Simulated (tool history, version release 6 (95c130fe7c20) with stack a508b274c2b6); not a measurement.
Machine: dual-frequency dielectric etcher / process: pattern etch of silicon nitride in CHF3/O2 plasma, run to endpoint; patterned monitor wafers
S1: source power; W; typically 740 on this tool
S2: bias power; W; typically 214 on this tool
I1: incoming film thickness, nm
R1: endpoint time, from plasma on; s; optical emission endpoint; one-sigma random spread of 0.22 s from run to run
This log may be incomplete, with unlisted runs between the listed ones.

run 1 day=0.000 | S1=740 S2=214 | I1=62.1 | R1=40.6
run 2 day=3.354 | S1=740 S2=214 | I1=62.8 | R1=41.0
run 3 day=5.488 | S1=740 S2=190 | I1=62.1 | R1=42.1
run 4 day=7.254 | S1=740 S2=214 | I1=62.1 | R1=41.3
run 5 day=9.762 | S1=740 S2=214 | I1=62.4 | R1=41.0
-- day=12.971 wet clean of the chamber
run 6 day=12.992 | S1=740 S2=214 | I1=61.9 | R1=38.2
run 7 day=14.604 | S1=790 S2=226 | I1=62.1 | R1=36.8
run 8 day=17.608 | S1=740 S2=214 | I1=62.5 | R1=39.1
run 9 day=30.267 | S1=740 S2=214 | I1=62.1 | R1=40.1
run 10 day=32.696 | S1=740 S2=214 | I1=62.3 | R1=40.5
-- day=34.229 bias power generator calibrated
-- day=35.162 wet clean of the chamber
run 11 day=36.358 | S1=740 S2=214 | I1=62.5 | R1=38.9
-- day=37.433 upper electrode replaced, of another model than before
run 12 day=45.650 | S1=740 S2=214 | I1=62.8 | R1=40.2
run 13 day=49.196 | S1=680 S2=214 | I1=62.1 | R1=40.9
run 14 day=51.525 | S1=790 S2=256 | I1=62.3 | R1=38.3
run 15 day=53.167 | S1=810 S2=167 | I1=61.7 | R1=41.4
run 16 day=55.479 | S1=630 S2=177 | I1=61.8 | R1=43.3

What will run 17 give?
-- day=57.788 wet clean of the chamber
run 17 day=58.712 | S1=870 S2=189 | I1=62.1 | R1=?

R1: 38.5 s
On a tool with no hidden condition, and with the same random variation, this run would have come out at R1 38.3 s.
